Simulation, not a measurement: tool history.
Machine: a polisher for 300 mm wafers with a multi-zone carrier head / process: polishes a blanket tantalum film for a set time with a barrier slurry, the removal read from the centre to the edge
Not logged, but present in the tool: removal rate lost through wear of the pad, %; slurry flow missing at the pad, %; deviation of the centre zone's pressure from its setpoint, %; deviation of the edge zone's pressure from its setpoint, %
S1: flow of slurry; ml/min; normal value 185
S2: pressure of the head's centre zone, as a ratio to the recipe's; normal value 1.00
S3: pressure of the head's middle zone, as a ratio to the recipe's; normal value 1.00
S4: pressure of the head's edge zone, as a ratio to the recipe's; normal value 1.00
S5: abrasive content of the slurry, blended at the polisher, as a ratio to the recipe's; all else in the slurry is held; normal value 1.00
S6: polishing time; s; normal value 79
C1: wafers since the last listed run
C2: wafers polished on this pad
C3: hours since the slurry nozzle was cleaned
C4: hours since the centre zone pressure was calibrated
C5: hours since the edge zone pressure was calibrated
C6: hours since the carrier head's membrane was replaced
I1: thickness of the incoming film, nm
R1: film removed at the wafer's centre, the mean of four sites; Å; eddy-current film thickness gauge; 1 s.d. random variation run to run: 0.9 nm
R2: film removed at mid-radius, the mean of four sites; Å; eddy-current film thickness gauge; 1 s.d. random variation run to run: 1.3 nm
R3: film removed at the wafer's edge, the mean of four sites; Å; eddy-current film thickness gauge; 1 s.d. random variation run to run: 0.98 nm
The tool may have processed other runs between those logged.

run,hour,S1,S2,S3,S4,S5,S6,C1,C2,C3,C4,C5,C6,I1,R1,R2,R3
1,0.0,220,1.00,1.00,1.00,1.00,79,0,151,796.0,1234.1,655.1,1041.2,258.0,843,842,876
2,13.6,220,1.00,1.00,1.00,1.00,79,123,275,809.6,1247.7,668.7,1054.8,262.7,825,837,857
3,30.2,220,1.00,1.00,1.00,1.00,79,151,426,826.2,1264.3,685.3,1071.4,261.5,816,801,838
4,36.3,185,1.00,1.00,1.00,1.00,79,55,482,832.3,1270.4,691.4,1077.5,263.1,747,766,821
5,43.5,185,1.00,1.00,1.00,1.00,79,65,547,839.5,1277.6,698.6,1084.7,264.0,748,766,808
6,49.7,185,1.00,1.07,1.00,1.00,79,56,604,845.7,1283.8,704.8,1090.9,262.7,743,790,794
7,57.1,185,1.00,1.07,1.00,1.00,79,67,671,853.1,1291.2,712.2,1098.3,259.7,726,764,786
8,67.6,185,1.00,1.00,0.97,1.00,79,95,767,863.6,1301.7,722.7,1108.8,263.9,693,710,774
# hour 77.1: worn pad replaced by a new one
9,84.1,185,1.00,1.00,0.97,1.00,79,113,63,880.1,1318.2,739.2,1125.3,255.6,762,784,830
10,93.8,185,1.00,1.00,1.00,1.00,79,88,152,889.8,1327.9,748.9,1135.0,259.7,776,773,843
11,105.0,185,1.09,1.00,1.00,1.00,79,102,254,901.0,1339.1,760.1,1146.2,260.3,842,778,843
# hour 118.4: carrier head's membrane replaced by a new one
12,118.9,185,1.00,1.00,1.00,1.00,79,81,335,914.9,1353.0,774.0,0.5,260.7,753,771,820
# hour 122.9: slurry nozzle cleaned
13,130.8,185,1.00,1.00,1.00,1.00,79,99,434,7.9,1364.9,785.9,12.4,257.8,863,855,875
14,139.3,185,1.00,1.00,1.00,1.00,79,77,511,16.4,1373.4,794.4,20.9,256.4,819,833,875
15,149.0,185,1.00,1.10,1.00,0.75,79,88,600,26.1,1383.1,804.1,30.6,263.4,740,790,763
# hour 159.2: centre zone pressure recalibrated
# hour 161.7: edge zone pressure recalibrated
16,164.8,130,1.00,1.00,1.07,1.00,79,107,707,41.9,5.6,3.1,46.4,256.4,736,711,809
17,174.0,220,1.00,1.00,0.95,0.80,79,83,791,51.1,14.8,12.3,55.6,263.9,722,729,737
# hour 179.9: worn pad replaced by a new one
18,186.6,155,1.00,1.00,1.00,0.85,79,78,60,63.7,27.4,24.9,68.2,262.1,794,809,844
19,193.6,185,1.00,1.00,1.00,0.80,79,63,124,70.7,34.4,31.9,75.2,260.8,807,794,852
20,241.9,185,1.00,1.06,1.07,1.00,79,439,564,119.0,82.7,80.2,123.5,260.2,822,884,871
21,258.9,185,1.00,1.00,1.12,1.00,65,154,719,136.0,99.7,97.2,140.5,264.8,664,662,710
# hour 270.1: worn pad replaced by a new one
22,270.4,185,1.00,1.08,0.91,0.90,79,68,2,147.5,111.2,108.7,152.0,256.8,847,879,825
23,287.4,150,1.12,1.08,1.00,0.75,79,154,157,164.5,128.2,125.7,169.0,261.7,804,760,773

Here are 3 independent what-if runs from the current tool condition. What would each one return?
A,287.8,185,0.93,1.00,1.00,1.00,79,3,161,164.9,128.6,126.1,169.4,262.1,?,?,?
B,287.8,185,0.97,1.00,1.00,1.00,87,3,161,164.9,128.6,126.1,169.4,262.1,?,?,?
C,287.8,250,1.00,1.00,1.11,1.00,79,3,161,164.9,128.6,126.1,169.4,262.1,?,?,?

run,R1,R2,R3
A,789,860,896
B,906,947,986
C,898,904,979
Without the tool's unlogged condition, the same runs would have read:
run,R1,R2,R3
A,834,906,937
B,958,998,1032
C,942,946,1020
